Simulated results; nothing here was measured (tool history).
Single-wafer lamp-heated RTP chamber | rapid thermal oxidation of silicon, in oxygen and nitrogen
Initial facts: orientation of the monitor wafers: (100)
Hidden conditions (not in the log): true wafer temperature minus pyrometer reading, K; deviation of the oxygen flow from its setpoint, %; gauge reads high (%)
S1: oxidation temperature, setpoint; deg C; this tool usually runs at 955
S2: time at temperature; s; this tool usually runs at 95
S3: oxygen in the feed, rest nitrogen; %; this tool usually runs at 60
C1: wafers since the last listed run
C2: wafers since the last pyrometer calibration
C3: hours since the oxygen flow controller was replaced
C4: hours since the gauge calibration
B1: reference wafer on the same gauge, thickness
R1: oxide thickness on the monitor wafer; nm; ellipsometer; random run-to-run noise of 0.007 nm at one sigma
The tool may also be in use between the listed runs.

{"run": 1, "hour": 0.0, "S1": 955, "S2": 95, "S3": 79, "C1": 0, "C2": 4263, "C3": 5439.4, "C4": 767.3, "B1": 4.62, "R1": 5.116}
{"run": 2, "hour": 52.6, "S1": 955, "S2": 95, "S3": 79, "C1": 612, "C2": 4876, "C3": 5492, "C4": 819.9, "B1": 4.623, "R1": 5.143}
{"hour": 117.4, "done": "pyrometer window cleaned and pyrometer calibrated"}
{"run": 3, "hour": 130.9, "S1": 955, "S2": 95, "S3": 79, "C1": 818, "C2": 156, "C3": 5570.3, "C4": 898.2, "B1": 4.619, "R1": 5.1}
{"run": 4, "hour": 230.9, "S1": 955, "S2": 95, "S3": 60, "C1": 1163, "C2": 1320, "C3": 5670.3, "C4": 998.2, "B1": 4.618, "R1": 4.665}
{"run": 5, "hour": 314.3, "S1": 955, "S2": 95, "S3": 60, "C1": 970, "C2": 2291, "C3": 5753.7, "C4": 1081.6, "B1": 4.619, "R1": 4.676}
{"run": 6, "hour": 408.7, "S1": 955, "S2": 95, "S3": 60, "C1": 1098, "C2": 3389, "C3": 5848.1, "C4": 1176, "B1": 4.619, "R1": 4.679}
{"run": 7, "hour": 448.6, "S1": 976, "S2": 95, "S3": 60, "C1": 464, "C2": 3854, "C3": 5888, "C4": 1215.9, "B1": 4.619, "R1": 5.449}
{"hour": 496.1, "done": "pyrometer window cleaned and pyrometer calibrated"}
{"run": 8, "hour": 496.6, "S1": 976, "S2": 95, "S3": 60, "C1": 465, "C2": 6, "C3": 5936, "C4": 1263.9, "B1": 4.618, "R1": 5.431}
{"run": 9, "hour": 576.8, "S1": 955, "S2": 95, "S3": 60, "C1": 933, "C2": 939, "C3": 6016.2, "C4": 1344.1, "B1": 4.621, "R1": 4.664}
{"run": 10, "hour": 665.7, "S1": 955, "S2": 95, "S3": 60, "C1": 1034, "C2": 1974, "C3": 6105.1, "C4": 1433, "B1": 4.622, "R1": 4.681}
{"run": 11, "hour": 742.4, "S1": 955, "S2": 95, "S3": 60, "C1": 892, "C2": 2866, "C3": 6181.8, "C4": 1509.7, "B1": 4.62, "R1": 4.689}
{"run": 12, "hour": 837.3, "S1": 955, "S2": 95, "S3": 60, "C1": 1104, "C2": 3971, "C3": 6276.7, "C4": 1604.6, "B1": 4.619, "R1": 4.705}
{"run": 13, "hour": 935.3, "S1": 955, "S2": 95, "S3": 60, "C1": 1140, "C2": 5111, "C3": 6374.7, "C4": 1702.6, "B1": 4.62, "R1": 4.717}
{"run": 14, "hour": 971.8, "S1": 963, "S2": 95, "S3": 60, "C1": 424, "C2": 5536, "C3": 6411.2, "C4": 1739.1, "B1": 4.617, "R1": 5.014}
{"hour": 987.5, "done": "pyrometer window cleaned and pyrometer calibrated"}
{"run": 15, "hour": 1098.8, "S1": 963, "S2": 95, "S3": 60, "C1": 1384, "C2": 1295, "C3": 6538.2, "C4": 1866.1, "B1": 4.618, "R1": 4.938}
{"run": 16, "hour": 1160.7, "S1": 941, "S2": 78, "S3": 68, "C1": 720, "C2": 2016, "C3": 6600.1, "C4": 1928, "B1": 4.621, "R1": 4.079}

Predict the results of run 17:
{"hour": 1186.3, "done": "gauge calibrated"}
{"run": 17, "hour": 1262.8, "S1": 933, "S2": 95, "S3": 60, "C1": 1188, "C2": 3204, "C3": 6702.2, "C4": 76.5, "B1": "?", "R1": "?"}

Logged for run 17: B1 4.618, R1 4.03 nm.
If the tool had no hidden condition, the same run with the same run-to-run variation would have returned R1 4.01 nm.

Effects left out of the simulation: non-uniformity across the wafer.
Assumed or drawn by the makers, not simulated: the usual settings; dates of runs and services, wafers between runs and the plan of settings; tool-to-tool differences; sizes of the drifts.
